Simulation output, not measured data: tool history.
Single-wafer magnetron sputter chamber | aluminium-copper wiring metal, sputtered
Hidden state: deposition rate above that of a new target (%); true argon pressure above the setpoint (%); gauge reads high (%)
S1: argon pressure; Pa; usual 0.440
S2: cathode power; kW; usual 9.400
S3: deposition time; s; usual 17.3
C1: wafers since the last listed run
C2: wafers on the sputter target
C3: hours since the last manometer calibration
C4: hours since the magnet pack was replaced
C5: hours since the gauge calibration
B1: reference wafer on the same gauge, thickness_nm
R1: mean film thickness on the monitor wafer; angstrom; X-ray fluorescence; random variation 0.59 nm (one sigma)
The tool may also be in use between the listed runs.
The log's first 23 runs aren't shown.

| run | hour | S1 | S2 | S3 | C1 | C2 | C3 | C4 | C5 | B1 | R1 |
|---|---|---|---|---|---|---|---|---|---|---|---|
|  | 379.7 | gauge calibrated |
| 24 | 387.4 | 0.440 | 11.500 | 18.4 | 474 | 1588 | 19.4 | 297.7 | 7.7 | 303.863 | 3990.67 |
| 25 | 395.4 | 0.562 | 10.100 | 19.2 | 220 | 1808 | 27.4 | 305.7 | 15.7 | 303.972 | 3563.89 |
| 26 | 407.8 | 0.440 | 10.200 | 18.2 | 342 | 2151 | 39.8 | 318.1 | 28.1 | 304.076 | 3551.80 |
| 27 | 414.7 | 0.549 | 9.400 | 17.3 | 190 | 2341 | 46.7 | 325.0 | 35.0 | 304.120 | 3027.00 |
| 28 | 426.3 | 0.440 | 9.400 | 17.3 | 320 | 2661 | 58.3 | 336.6 | 46.6 | 303.951 | 3131.83 |
| 29 | 432.7 | 0.440 | 9.400 | 17.3 | 176 | 2838 | 64.7 | 343.0 | 53.0 | 304.075 | 3119.17 |
| 30 | 443.1 | 0.440 | 9.400 | 14.2 | 286 | 3125 | 75.1 | 353.4 | 63.4 | 304.074 | 2559.36 |
|  | 455.2 | sputter target and shields replaced |
| 31 | 455.7 | 0.440 | 9.400 | 17.3 | 126 | 12 | 87.7 | 366.0 | 76.0 | 304.269 | 3171.62 |
| 32 | 469.0 | 0.440 | 9.400 | 15.3 | 367 | 379 | 101.0 | 379.3 | 89.3 | 303.797 | 2803.12 |
| 33 | 486.2 | 0.440 | 9.400 | 17.3 | 474 | 854 | 118.2 | 396.5 | 106.5 | 303.964 | 3171.07 |
| 34 | 515.4 | 0.350 | 10.350 | 15.1 | 805 | 1660 | 147.4 | 425.7 | 135.7 | 303.840 | 3083.94 |

Forecast each of these 5 alternatives for the next run:
| A | 515.8 | 0.440 | 9.400 | 17.3 | 11 | 1671 | 147.8 | 426.1 | 136.1 | ? | ? |
| B | 515.8 | 0.285 | 11.700 | 17.3 | 11 | 1671 | 147.8 | 426.1 | 136.1 | ? | ? |
| C | 515.8 | 0.535 | 9.400 | 17.3 | 11 | 1671 | 147.8 | 426.1 | 136.1 | ? | ? |
| D | 515.8 | 0.366 | 9.400 | 19.6 | 11 | 1671 | 147.8 | 426.1 | 136.1 | ? | ? |
| E | 515.8 | 0.304 | 9.400 | 17.3 | 11 | 1671 | 147.8 | 426.1 | 136.1 | ? | ? |

| run | B1 | R1 |
|---|---|---|
| A | 303.924 | 3154.52 |
| B | 303.924 | 4012.87 |
| C | 303.924 | 3050.21 |
| D | 303.924 | 3669.90 |
| E | 303.924 | 3312.68 |
Without the tool's hidden state the same runs would have given:
| run | R1 |
|---|---|
| A | 3177.85 |
| B | 4040.18 |
| C | 3073.82 |
| D | 3696.02 |
| E | 3335.48 |
